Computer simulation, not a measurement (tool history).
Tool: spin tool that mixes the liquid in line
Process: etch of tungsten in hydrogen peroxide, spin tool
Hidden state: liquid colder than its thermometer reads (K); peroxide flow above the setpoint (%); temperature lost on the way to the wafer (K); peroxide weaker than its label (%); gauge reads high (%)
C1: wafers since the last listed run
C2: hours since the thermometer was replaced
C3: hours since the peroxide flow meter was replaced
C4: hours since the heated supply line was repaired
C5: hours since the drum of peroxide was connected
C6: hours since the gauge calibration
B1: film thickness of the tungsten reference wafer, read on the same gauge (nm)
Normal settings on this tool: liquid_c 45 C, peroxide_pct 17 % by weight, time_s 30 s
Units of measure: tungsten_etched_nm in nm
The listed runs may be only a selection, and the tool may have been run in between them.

run 1 hour=0 | liquid_c=45 peroxide_pct=17 time_s=30 | C1=0 C2=1855.1 C3=1248.3 C4=971 C5=269.5 C6=216.2 | B1=60.01 | tungsten_etched_nm=53.37
run 2 hour=10.3 | liquid_c=45 peroxide_pct=17 time_s=30 | C1=195 C2=1865.4 C3=1258.6 C4=981.3 C5=279.8 C6=226.5 | B1=59.99 | tungsten_etched_nm=53.81
run 3 hour=25.1 | liquid_c=45 peroxide_pct=17 time_s=30 | C1=281 C2=1880.2 C3=1273.4 C4=996.1 C5=294.6 C6=241.3 | B1=60 | tungsten_etched_nm=53.05
run 4 hour=47.3 | liquid_c=45 peroxide_pct=17 time_s=30 | C1=421 C2=1902.4 C3=1295.6 C4=1018.3 C5=316.8 C6=263.5 | B1=60.06 | tungsten_etched_nm=52.29
run 5 hour=59.8 | liquid_c=45 peroxide_pct=17 time_s=25 | C1=237 C2=1914.9 C3=1308.1 C4=1030.8 C5=329.3 C6=276 | B1=60.02 | tungsten_etched_nm=44.47
-- hour=60.9 heated supply line repaired
run 6 hour=67.3 | liquid_c=45 peroxide_pct=17 time_s=25 | C1=123 C2=1922.4 C3=1315.6 C4=6.4 C5=336.8 C6=283.5 | B1=59.94 | tungsten_etched_nm=43.96
run 7 hour=78.1 | liquid_c=45 peroxide_pct=17 time_s=25 | C1=205 C2=1933.2 C3=1326.4 C4=17.2 C5=347.6 C6=294.3 | B1=59.95 | tungsten_etched_nm=44.31
run 8 hour=95.7 | liquid_c=45 peroxide_pct=17 time_s=35 | C1=334 C2=1950.8 C3=1344 C4=34.8 C5=365.2 C6=311.9 | B1=59.97 | tungsten_etched_nm=61.7
-- hour=104.6 peroxide flow meter replaced
run 9 hour=105.5 | liquid_c=45 peroxide_pct=17 time_s=35 | C1=167 C2=1960.6 C3=0.9 C4=44.6 C5=375 C6=321.7 | B1=60.01 | tungsten_etched_nm=61.84
run 10 hour=120.2 | liquid_c=45 peroxide_pct=17 time_s=45 | C1=279 C2=1975.3 C3=15.6 C4=59.3 C5=389.7 C6=336.4 | B1=59.95 | tungsten_etched_nm=79.2
-- hour=127.8 thermometer replaced
run 11 hour=128.4 | liquid_c=40.5 peroxide_pct=18.5 time_s=15 | C1=136 C2=0.6 C3=23.8 C4=67.5 C5=397.9 C6=344.6 | B1=60 | tungsten_etched_nm=20.7
run 12 hour=144.3 | liquid_c=45 peroxide_pct=17 time_s=30 | C1=301 C2=16.5 C3=39.7 C4=83.4 C5=413.8 C6=360.5 | B1=59.97 | tungsten_etched_nm=53.02
run 13 hour=151.3 | liquid_c=37 peroxide_pct=20.5 time_s=20 | C1=132 C2=23.5 C3=46.7 C4=90.4 C5=420.8 C6=367.5 | B1=60 | tungsten_etched_nm=23.09
-- hour=194.7 gauge calibrated
run 14 hour=200.1 | liquid_c=45 peroxide_pct=17 time_s=40 | C1=926 C2=72.3 C3=95.5 C4=139.2 C5=469.6 C6=5.4 | B1=59.97 | tungsten_etched_nm=69.94
run 15 hour=215.7 | liquid_c=45 peroxide_pct=17 time_s=30 | C1=296 C2=87.9 C3=111.1 C4=154.8 C5=485.2 C6=21 | B1=60.03 | tungsten_etched_nm=52.26
run 16 hour=223.5 | liquid_c=50.5 peroxide_pct=14 time_s=30 | C1=148 C2=95.7 C3=118.9 C4=162.6 C5=493 C6=28.8 | B1=60 | tungsten_etched_nm=66.76
-- hour=239.1 new drum of peroxide connected
run 17 hour=239.6 | liquid_c=38.5 peroxide_pct=15 time_s=40 | C1=286 C2=111.8 C3=135 C4=178.7 C5=0.5 C6=44.9 | B1=60.02 | tungsten_etched_nm=45.33
run 18 hour=252.2 | liquid_c=45 peroxide_pct=21 time_s=30 | C1=239 C2=124.4 C3=147.6 C4=191.3 C5=13.1 C6=57.5 | B1=60.03 | tungsten_etched_nm=59.53
run 19 hour=262 | liquid_c=42 peroxide_pct=19 time_s=25 | C1=186 C2=134.2 C3=157.4 C4=201.1 C5=22.9 C6=67.3 | B1=59.98 | tungsten_etched_nm=39.3
run 20 hour=276.6 | liquid_c=40 peroxide_pct=17 time_s=50 | C1=277 C2=148.8 C3=172 C4=215.7 C5=37.5 C6=81.9 | B1=60.01 | tungsten_etched_nm=65.97
run 21 hour=284 | liquid_c=49 peroxide_pct=15.5 time_s=35 | C1=140 C2=156.2 C3=179.4 C4=223.1 C5=44.9 C6=89.3 | B1=59.98 | tungsten_etched_nm=77.54
run 22 hour=292.2 | liquid_c=45 peroxide_pct=17 time_s=30 | C1=155 C2=164.4 C3=187.6 C4=231.3 C5=53.1 C6=97.5 | B1=60.03 | tungsten_etched_nm=54.24
run 23 hour=304.4 | liquid_c=39.5 peroxide_pct=14 time_s=30 | C1=231 C2=176.6 C3=199.8 C4=243.5 C5=65.3 C6=109.7 | B1=60.02 | tungsten_etched_nm=34.42
run 24 hour=320 | liquid_c=42 peroxide_pct=19 time_s=25 | C1=296 C2=192.2 C3=215.4 C4=259.1 C5=80.9 C6=125.3 | B1=60.03 | tungsten_etched_nm=38.41
run 25 hour=331.8 | liquid_c=53.5 peroxide_pct=17 time_s=30 | C1=224 C2=204 C3=227.2 C4=270.9 C5=92.7 C6=137.1 | B1=60.01 | tungsten_etched_nm=90.81

What differs in the tool's unlogged condition from the final listed run ahead of each entry between runs to the first listed run following it?
Run 5 -> run 6: heated supply line repaired (hour 60.9)
  peroxide weaker than its label (%): 5.37 -> 5.48
  the result without the hidden state subtracted from the measured one, tungsten_etched_nm: -1.25 -> -1.25 nm
Run 8 -> run 9: peroxide flow meter replaced (hour 104.6)
  peroxide weaker than its label (%): 5.89 -> 6.03
  the result without the hidden state subtracted from the measured one, tungsten_etched_nm: -1.9 -> -1.96 nm
Run 10 -> run 11: thermometer replaced (hour 127.8)
  peroxide weaker than its label (%): 6.25 -> 6.36
  the result without the hidden state subtracted from the measured one, tungsten_etched_nm: -2.59 -> -0.69 nm
Run 13 -> run 14: gauge calibrated (hour 194.7)
  peroxide weaker than its label (%): 6.7 -> 7.4
  the result without the hidden state subtracted from the measured one, tungsten_etched_nm: -0.81 -> -2.74 nm
Run 16 -> run 17: new drum of peroxide connected (hour 239.1)
  peroxide weaker than its label (%): 7.74 -> 0.914
  the result without the hidden state subtracted from the measured one, tungsten_etched_nm: -2.75 -> -0.21 nm
